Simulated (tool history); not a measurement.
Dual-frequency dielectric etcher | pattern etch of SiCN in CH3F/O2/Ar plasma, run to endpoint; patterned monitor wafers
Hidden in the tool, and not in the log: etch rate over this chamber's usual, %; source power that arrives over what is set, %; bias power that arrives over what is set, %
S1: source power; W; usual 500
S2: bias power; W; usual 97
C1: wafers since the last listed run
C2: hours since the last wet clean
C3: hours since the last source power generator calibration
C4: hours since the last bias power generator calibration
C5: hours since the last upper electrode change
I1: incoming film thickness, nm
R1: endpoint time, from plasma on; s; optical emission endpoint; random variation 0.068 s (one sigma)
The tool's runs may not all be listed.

run	hour	S1	S2	C1	C2	C3	C4	C5	I1	R1
1	0	530	109	0	652.3	2295.3	1062.2	1618.3	10.74	20.3
# hour 5.5: wet clean of the chamber
2	77.5	500	97	749	72	2372.8	1139.7	1695.8	10.8	21.8
3	122.5	500	97	468	117	2417.8	1184.7	1740.8	10.86	21.8
4	195	500	97	754	189.5	2490.3	1257.2	1813.3	10.81	21.7
5	270.2	500	97	783	264.7	2565.5	1332.4	1888.5	10.81	21.8
6	328.7	500	97	609	323.2	2624	1390.9	1947	10.83	21.9
7	412.4	500	97	871	406.9	2707.7	1474.6	2030.7	10.68	21.7
8	481.2	500	97	716	475.7	2776.5	1543.4	2099.5	10.66	21.7
9	524.3	500	97	448	518.8	2819.6	1586.5	2142.6	10.89	22.2
10	607.2	500	97	863	601.7	2902.5	1669.4	2225.5	10.86	22.3
# hour 689.3: wet clean of the chamber
11	699.8	500	97	714	10.5	2995.1	1762	2318.1	10.78	21.7
12	798.9	500	97	1031	109.6	3094.2	1861.1	2417.2	10.78	21.7
13	844.1	590	97	470	154.8	3139.4	1906.3	2462.4	10.84	20.6
14	911.1	500	114	697	221.8	3206.4	1973.3	2529.4	10.83	19.9
15	978.8	430	113	704	289.5	3274.1	2041	2597.1	10.67	21
16	1035.4	530	110	589	346.1	3330.7	2097.6	2653.7	10.9	20
17	1130.9	430	107	994	441.6	3426.2	2193.1	2749.2	10.72	21.8
# hour 1168.4: upper electrode replaced
18	1179.8	500	97	259	490.5	3475.1	2242	11.4	10.81	22.1
# hour 1201.5: source power generator calibrated
# hour 1239.6: wet clean of the chamber
19	1242.9	530	90	365	3.3	41.4	2305.1	74.5	10.74	22.4
# hour 1312.4: bias power generator calibrated
20	1312.9	460	85	687	73.3	111.4	0.5	144.5	10.9	24.7
21	1357.6	440	82	465	118	156.1	45.2	189.2	10.79	25.6
22	1417.1	500	97	619	177.5	215.6	104.7	248.7	10.88	22.1
23	1511.2	570	88	979	271.6	309.7	198.8	342.8	10.82	22.2
24	1547.7	410	109	380	308.1	346.2	235.3	379.3	10.76	22.2
25	1637.1	560	106	930	397.5	435.6	324.7	468.7	10.8	20.1
26	1697.4	500	97	627	457.8	495.9	385	529	10.75	22

Forecast each of these 4 alternatives for the next run:
A	1697.8	420	97	4	458.2	496.3	385.4	529.4	10.7	?
B	1697.8	470	78	4	458.2	496.3	385.4	529.4	10.7	?
C	1697.8	410	116	4	458.2	496.3	385.4	529.4	10.7	?
D	1697.8	460	89	4	458.2	496.3	385.4	529.4	10.7	?

run	R1
A	23.5
B	25.8
C	21.4
D	23.9
Without the tool's hidden state the same runs would have given:
run	R1
A	23.3
B	25.5
C	21.2
D	23.7
